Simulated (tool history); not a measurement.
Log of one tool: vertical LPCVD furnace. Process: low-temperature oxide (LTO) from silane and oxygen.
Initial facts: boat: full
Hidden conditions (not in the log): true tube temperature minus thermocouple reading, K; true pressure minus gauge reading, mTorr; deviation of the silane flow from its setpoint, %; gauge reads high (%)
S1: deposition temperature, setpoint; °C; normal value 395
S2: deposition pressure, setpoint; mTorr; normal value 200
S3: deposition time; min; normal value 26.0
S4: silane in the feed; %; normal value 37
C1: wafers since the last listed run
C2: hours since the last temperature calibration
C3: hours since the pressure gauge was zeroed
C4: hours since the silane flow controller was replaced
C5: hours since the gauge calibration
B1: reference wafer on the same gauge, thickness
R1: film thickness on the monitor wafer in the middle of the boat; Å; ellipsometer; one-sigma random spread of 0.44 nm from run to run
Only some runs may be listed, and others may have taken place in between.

run 1 hour=0.0 | S1=395 S2=200 S3=26.0 S4=37 | C1=0 C2=1024.5 C3=2402.3 C4=4272.7 C5=154.9 | B1=144.90 | R1=1805.9
run 2 hour=20.4 | S1=395 S2=200 S3=26.0 S4=37 | C1=477 C2=1044.9 C3=2422.7 C4=4293.1 C5=175.3 | B1=145.06 | R1=1807.1
run 3 hour=75.0 | S1=395 S2=200 S3=26.0 S4=37 | C1=1276 C2=1099.5 C3=2477.3 C4=4347.7 C5=229.9 | B1=145.05 | R1=1813.8
run 4 hour=108.1 | S1=395 S2=200 S3=26.0 S4=37 | C1=774 C2=1132.6 C3=2510.4 C4=4380.8 C5=263.0 | B1=145.02 | R1=1801.9
run 5 hour=130.3 | S1=395 S2=200 S3=26.0 S4=39 | C1=519 C2=1154.8 C3=2532.6 C4=4403.0 C5=285.2 | B1=144.94 | R1=1934.6
run 6 hour=152.4 | S1=395 S2=200 S3=26.0 S4=39 | C1=516 C2=1176.9 C3=2554.7 C4=4425.1 C5=307.3 | B1=145.07 | R1=1937.2
run 7 hour=182.9 | S1=395 S2=200 S3=26.0 S4=39 | C1=713 C2=1207.4 C3=2585.2 C4=4455.6 C5=337.8 | B1=144.95 | R1=1941.1
run 8 hour=204.6 | S1=395 S2=200 S3=26.0 S4=37 | C1=507 C2=1229.1 C3=2606.9 C4=4477.3 C5=359.5 | B1=145.06 | R1=1806.7
run 9 hour=230.9 | S1=395 S2=200 S3=26.0 S4=37 | C1=614 C2=1255.4 C3=2633.2 C4=4503.6 C5=385.8 | B1=144.98 | R1=1809.5
run 10 hour=308.0 | S1=395 S2=210 S3=26.0 S4=37 | C1=1802 C2=1332.5 C3=2710.3 C4=4580.7 C5=462.9 | B1=144.93 | R1=1901.5
-- hour=313.8 gauge calibrated
run 11 hour=326.9 | S1=395 S2=210 S3=26.0 S4=37 | C1=441 C2=1351.4 C3=2729.2 C4=4599.6 C5=13.1 | B1=145.06 | R1=1911.5
run 12 hour=342.8 | S1=395 S2=210 S3=26.0 S4=37 | C1=371 C2=1367.3 C3=2745.1 C4=4615.5 C5=29.0 | B1=144.92 | R1=1908.7
run 13 hour=373.1 | S1=402 S2=200 S3=26.0 S4=37 | C1=708 C2=1397.6 C3=2775.4 C4=4645.8 C5=59.3 | B1=144.98 | R1=1959.8
-- hour=403.2 pressure gauge zeroed
run 14 hour=403.7 | S1=395 S2=200 S3=33.0 S4=37 | C1=154 C2=1428.2 C3=0.5 C4=4676.4 C5=89.9 | B1=144.98 | R1=2312.1
run 15 hour=427.3 | S1=384 S2=175 S3=29.5 S4=37 | C1=551 C2=1451.8 C3=24.1 C4=4700.0 C5=113.5 | B1=144.92 | R1=1584.0
run 16 hour=456.5 | S1=400 S2=200 S3=35.5 S4=34 | C1=682 C2=1481.0 C3=53.3 C4=4729.2 C5=142.7 | B1=145.05 | R1=2350.1
-- hour=482.9 thermocouples replaced and temperature profile calibrated
-- hour=491.4 silane flow controller replaced
run 17 hour=491.9 | S1=390 S2=200 S3=26.0 S4=37 | C1=66 C2=9.0 C3=88.7 C4=0.5 C5=178.1 | B1=145.04 | R1=1690.3
run 18 hour=559.9 | S1=395 S2=200 S3=26.0 S4=37 | C1=1590 C2=77.0 C3=156.7 C4=68.5 C5=246.1 | B1=144.99 | R1=1776.2
run 19 hour=594.8 | S1=395 S2=215 S3=26.0 S4=42 | C1=816 C2=111.9 C3=191.6 C4=103.4 C5=281.0 | B1=145.04 | R1=2243.7
run 20 hour=607.0 | S1=395 S2=200 S3=23.0 S4=41 | C1=285 C2=124.1 C3=203.8 C4=115.6 C5=293.2 | B1=145.04 | R1=1793.7
run 21 hour=621.2 | S1=405 S2=200 S3=26.0 S4=37 | C1=332 C2=138.3 C3=218.0 C4=129.8 C5=307.4 | B1=145.01 | R1=1991.7
run 22 hour=639.8 | S1=395 S2=200 S3=26.0 S4=37 | C1=434 C2=156.9 C3=236.6 C4=148.4 C5=326.0 | B1=144.99 | R1=1789.0
run 23 hour=669.7 | S1=395 S2=200 S3=26.0 S4=37 | C1=699 C2=186.8 C3=266.5 C4=178.3 C5=355.9 | B1=144.93 | R1=1776.7
run 24 hour=699.0 | S1=395 S2=200 S3=32.0 S4=40 | C1=685 C2=216.1 C3=295.8 C4=207.6 C5=385.2 | B1=144.99 | R1=2439.7
run 25 hour=717.8 | S1=395 S2=200 S3=36.0 S4=37 | C1=439 C2=234.9 C3=314.6 C4=226.4 C5=404.0 | B1=145.00 | R1=2464.6
-- hour=732.6 gauge calibrated
run 26 hour=747.0 | S1=395 S2=220 S3=26.0 S4=37 | C1=682 C2=264.1 C3=343.8 C4=255.6 C5=14.4 | B1=145.01 | R1=1976.1
run 27 hour=777.2 | S1=387 S2=200 S3=26.0 S4=37 | C1=706 C2=294.3 C3=374.0 C4=285.8 C5=44.6 | B1=145.00 | R1=1639.1

Hidden state or all else? Some run-to-run changes of R1, split into what the settings, what came in and random variation would give without the hidden state, and what is left for the hidden state (with any gauge scatter that isn't in both results):
Run 14 -> 15: S1 395 -> 384, S2 200 -> 175, S3 33.0 -> 29.5. R1 -728.1 Å: hidden state -13.6, all else -714.5.
Run 15 -> 16: S1 384 -> 400, S2 175 -> 200, S3 29.5 -> 35.5, S4 37 -> 34. R1 +766.1 Å: hidden state +16.1, all else +750.0.
Run 16 -> 17: S1 400 -> 390, S3 35.5 -> 26.0, S4 34 -> 37, thermocouples replaced and temperature profile calibrated, silane flow controller replaced. R1 -659.8 Å: hidden state -46.8, all else -613.0.
